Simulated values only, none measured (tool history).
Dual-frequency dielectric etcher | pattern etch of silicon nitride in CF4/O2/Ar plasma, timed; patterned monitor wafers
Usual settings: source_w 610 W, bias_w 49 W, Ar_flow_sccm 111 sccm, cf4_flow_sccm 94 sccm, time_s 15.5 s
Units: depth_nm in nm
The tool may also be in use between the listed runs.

run	hour	source_w	bias_w	Ar_flow_sccm	cf4_flow_sccm	time_s	read-back reference wafer on the same gauge, depth_nm	depth_nm
1	0	610	49	111	77	12	37.28	24.91
2	41.2	610	49	111	77	12	37.24	25.01
# hour 94.2: wet clean of the chamber
3	107.3	610	49	111	110	15.5	37.24	34.27
4	193.8	610	49	111	85	15.5	37.27	32.5
5	287.8	610	49	111	85	15.5	37.32	32.53
6	338.5	610	49	111	94	15.5	37.34	33.19
# hour 375.6: gauge calibrated
7	397.1	610	49	111	94	15.5	37.31	32.68
8	444.9	610	49	95	94	13.5	37.34	29.06
# hour 457.6: Ar flow controller replaced
# hour 486.7: bias power generator calibrated
# hour 487.5: upper electrode replaced
9	489.8	610	49	95	94	13.5	37.29	28.96
10	588.5	610	49	130	94	15.5	37.26	32.23
# hour 625.8: wet clean of the chamber
11	651.8	610	49	91	104	15.5	37.26	33.79
# hour 698.4: source power generator calibrated
12	708.3	680	57	111	71	18	37.29	47.19
13	783.9	610	43	111	94	15.5	37.32	34.75
# hour 818: CF4 flow controller replaced
14	844.9	610	49	130	94	15.5	37.34	35.7
15	891.2	610	38	111	94	15.5	37.33	33.62
16	932.7	610	49	111	80	13.5	37.25	30.57
# hour 943.1: source power generator calibrated, repeated, since the last time left the tool worse
17	983.4	610	55	111	105	15.5	37.31	36.07
18	1089.4	680	57	111	71	18	37.33	43.84
19	1161.4	610	49	111	94	17	37.28	37.36

3 ways to go on from here, each from the tool as it stands after run 19. What would each give?
A	1161.8	610	49	111	94	13.5	?	?
B	1161.8	610	49	111	78	17.5	?	?
C	1161.8	560	49	111	76	15.5	?	?

run	read-back reference wafer on the same gauge, depth_nm	depth_nm
A	37.33	29.65
B	37.33	37.04
C	37.33	29.81
Without the tool's hidden state the same runs would have given:
run	depth_nm
A	29.66
B	37.06
C	29.82
